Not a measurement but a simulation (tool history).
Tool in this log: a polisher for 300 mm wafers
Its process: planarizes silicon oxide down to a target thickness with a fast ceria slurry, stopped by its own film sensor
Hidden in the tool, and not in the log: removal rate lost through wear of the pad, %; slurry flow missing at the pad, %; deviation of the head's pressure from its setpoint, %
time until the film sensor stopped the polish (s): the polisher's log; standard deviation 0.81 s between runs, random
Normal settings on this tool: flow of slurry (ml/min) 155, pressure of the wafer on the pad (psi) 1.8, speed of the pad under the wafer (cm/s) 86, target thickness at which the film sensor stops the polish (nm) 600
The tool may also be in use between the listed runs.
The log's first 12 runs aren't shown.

| run | hour | flow of slurry (ml/min) | pressure of the wafer on the pad (psi) | speed of the pad under the wafer (cm/s) | target thickness at which the film sensor stops the polish (nm) | wafers since the last listed run | wafers polished on this pad | hours since the slurry nozzle was cleaned | hours since the head pressure was calibrated | incoming thickness of the incoming film, nm | time until the film sensor stopped the polish (s) |
|---|---|---|---|---|---|---|---|---|---|---|---|
|  | 587.9 | worn pad replaced by a new one |
| 13 | 622.1 | 155 | 1.8 | 86 | 600 | 339 | 247 | 555.1 | 1320 | 1171.4 | 60.6 |
| 14 | 660.9 | 155 | 1.8 | 86 | 600 | 280 | 527 | 593.9 | 1358.8 | 1175.7 | 61 |
|  | 708.5 | head pressure recalibrated |
| 15 | 719 | 155 | 1.8 | 86 | 600 | 405 | 933 | 652 | 10.5 | 1159.6 | 60.5 |
| 16 | 766.3 | 155 | 1.8 | 86 | 600 | 341 | 1274 | 699.3 | 57.8 | 1153.7 | 63.3 |
| 17 | 806.2 | 155 | 1.8 | 86 | 692 | 288 | 1563 | 739.2 | 97.7 | 1184.1 | 57.2 |
|  | 817.6 | slurry nozzle cleaned |
| 18 | 847.4 | 130 | 2.4 | 104 | 652 | 290 | 1853 | 29.8 | 138.9 | 1157 | 33.9 |
|  | 861.4 | worn pad replaced by a new one |
| 19 | 892.9 | 105 | 1.8 | 86 | 600 | 299 | 227 | 75.3 | 184.4 | 1163.6 | 62.6 |
| 20 | 917.3 | 205 | 1.6 | 112 | 600 | 176 | 403 | 99.7 | 208.8 | 1174.5 | 48.5 |
| 21 | 964.9 | 155 | 1.8 | 116 | 600 | 344 | 747 | 147.3 | 256.4 | 1144.2 | 42.7 |
| 22 | 992.2 | 125 | 2.1 | 112 | 707 | 197 | 945 | 174.6 | 283.7 | 1178.7 | 33.9 |
| 23 | 1032 | 180 | 1.8 | 94 | 681 | 287 | 1232 | 214.4 | 323.5 | 1172.2 | 46.1 |
| 24 | 1061.4 | 105 | 1.8 | 106 | 775 | 212 | 1445 | 243.8 | 352.9 | 1145.5 | 36.3 |
| 25 | 1107.8 | 155 | 1.8 | 86 | 600 | 335 | 1780 | 290.2 | 399.3 | 1173 | 62.3 |
| 26 | 1140.8 | 155 | 1.8 | 86 | 600 | 238 | 2019 | 323.2 | 432.3 | 1162.8 | 61.8 |
|  | 1212.7 | worn pad replaced by a new one |
| 27 | 1305.4 | 205 | 1.2 | 112 | 675 | 1160 | 669 | 487.8 | 596.9 | 1166.2 | 57.6 |
| 28 | 1347.2 | 155 | 1.8 | 86 | 600 | 302 | 971 | 529.6 | 638.7 | 1176.8 | 61.4 |

Run 29, settings as shown, results not yet in. Your forecast:
| 29 | 1407.8 | 155 | 1.6 | 86 | 428 | 438 | 1409 | 590.2 | 699.3 | 1177.9 | ? |

Run 29 gave time until the film sensor stopped the polish (s) 90.9.
Without the tool's hidden state the same run would have given time until the film sensor stopped the polish (s) 81.

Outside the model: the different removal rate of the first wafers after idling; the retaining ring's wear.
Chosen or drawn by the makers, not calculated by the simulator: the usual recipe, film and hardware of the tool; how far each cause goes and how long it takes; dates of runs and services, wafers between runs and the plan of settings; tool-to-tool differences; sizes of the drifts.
